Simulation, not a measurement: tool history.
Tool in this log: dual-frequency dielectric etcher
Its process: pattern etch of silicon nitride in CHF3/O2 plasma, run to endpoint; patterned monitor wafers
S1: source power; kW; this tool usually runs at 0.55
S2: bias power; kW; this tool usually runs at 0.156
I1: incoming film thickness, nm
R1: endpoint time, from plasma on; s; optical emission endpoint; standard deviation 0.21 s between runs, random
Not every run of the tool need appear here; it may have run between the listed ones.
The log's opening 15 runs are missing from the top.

{"run": 16, "hour": 863.6, "S1": 0.43, "S2": 0.117, "I1": 64.1, "R1": 59.7}
{"run": 17, "hour": 906.4, "S1": 0.55, "S2": 0.156, "I1": 64.1, "R1": 46.8}
{"hour": 969.6, "done": "upper electrode replaced, of another model than before"}
{"run": 18, "hour": 977.2, "S1": 0.55, "S2": 0.156, "I1": 64.6, "R1": 46.6}
{"hour": 1022.5, "done": "bias power generator calibrated"}
{"run": 19, "hour": 1038.8, "S1": 0.48, "S2": 0.185, "I1": 64.3, "R1": 45.8}
{"run": 20, "hour": 1100.7, "S1": 0.55, "S2": 0.14, "I1": 64.4, "R1": 52.1}
{"hour": 1178.6, "done": "wet clean of the chamber"}
{"run": 21, "hour": 1179.1, "S1": 0.45, "S2": 0.185, "I1": 63.8, "R1": 47.6}
{"hour": 1187.8, "done": "source power generator calibrated"}
{"run": 22, "hour": 1214.5, "S1": 0.55, "S2": 0.156, "I1": 63.5, "R1": 47.3}
{"run": 23, "hour": 1240.2, "S1": 0.45, "S2": 0.118, "I1": 64.2, "R1": 69.2}
{"run": 24, "hour": 1288.9, "S1": 0.65, "S2": 0.127, "I1": 64, "R1": 50.8}
{"run": 25, "hour": 1359.4, "S1": 0.55, "S2": 0.156, "I1": 64.4, "R1": 47.9}
{"run": 26, "hour": 1431.2, "S1": 0.64, "S2": 0.142, "I1": 64.5, "R1": 46.8}
{"run": 27, "hour": 1455.8, "S1": 0.68, "S2": 0.141, "I1": 63.9, "R1": 45.2}
{"run": 28, "hour": 1484.5, "S1": 0.69, "S2": 0.194, "I1": 63.5, "R1": 35.7}
{"run": 29, "hour": 1538.8, "S1": 0.62, "S2": 0.192, "I1": 63.7, "R1": 38}
{"run": 30, "hour": 1601.0, "S1": 0.55, "S2": 0.156, "I1": 64, "R1": 47.5}
{"run": 31, "hour": 1629.2, "S1": 0.55, "S2": 0.169, "I1": 64.5, "R1": 44.5}
{"run": 32, "hour": 1688.5, "S1": 0.66, "S2": 0.189, "I1": 63.6, "R1": 36.9}
{"hour": 1722.8, "done": "wet clean of the chamber"}
{"run": 33, "hour": 1723.3, "S1": 0.63, "S2": 0.184, "I1": 64.3, "R1": 39.4}
{"run": 34, "hour": 1744.2, "S1": 0.49, "S2": 0.126, "I1": 64, "R1": 60}
{"run": 35, "hour": 1786.4, "S1": 0.47, "S2": 0.119, "I1": 64.1, "R1": 65.8}

4 ways to go on from here, each from the tool as it stands after run 35. What would each give?
{"run": "A", "hour": 1786.8, "S1": 0.55, "S2": 0.176, "I1": 63.6, "R1": "?"}
{"run": "B", "hour": 1786.8, "S1": 0.45, "S2": 0.123, "I1": 63.6, "R1": "?"}
{"run": "C", "hour": 1786.8, "S1": 0.66, "S2": 0.156, "I1": 63.6, "R1": "?"}
{"run": "D", "hour": 1786.8, "S1": 0.6, "S2": 0.177, "I1": 63.6, "R1": "?"}

run=A R1=42.8
run=B R1=65.3
run=C R1=42
run=D R1=40.6
Stripped of hidden state, with their random variation kept, the same runs would have yielded:
run=A R1=43.3
run=B R1=65.8
run=C R1=42.4
run=D R1=41
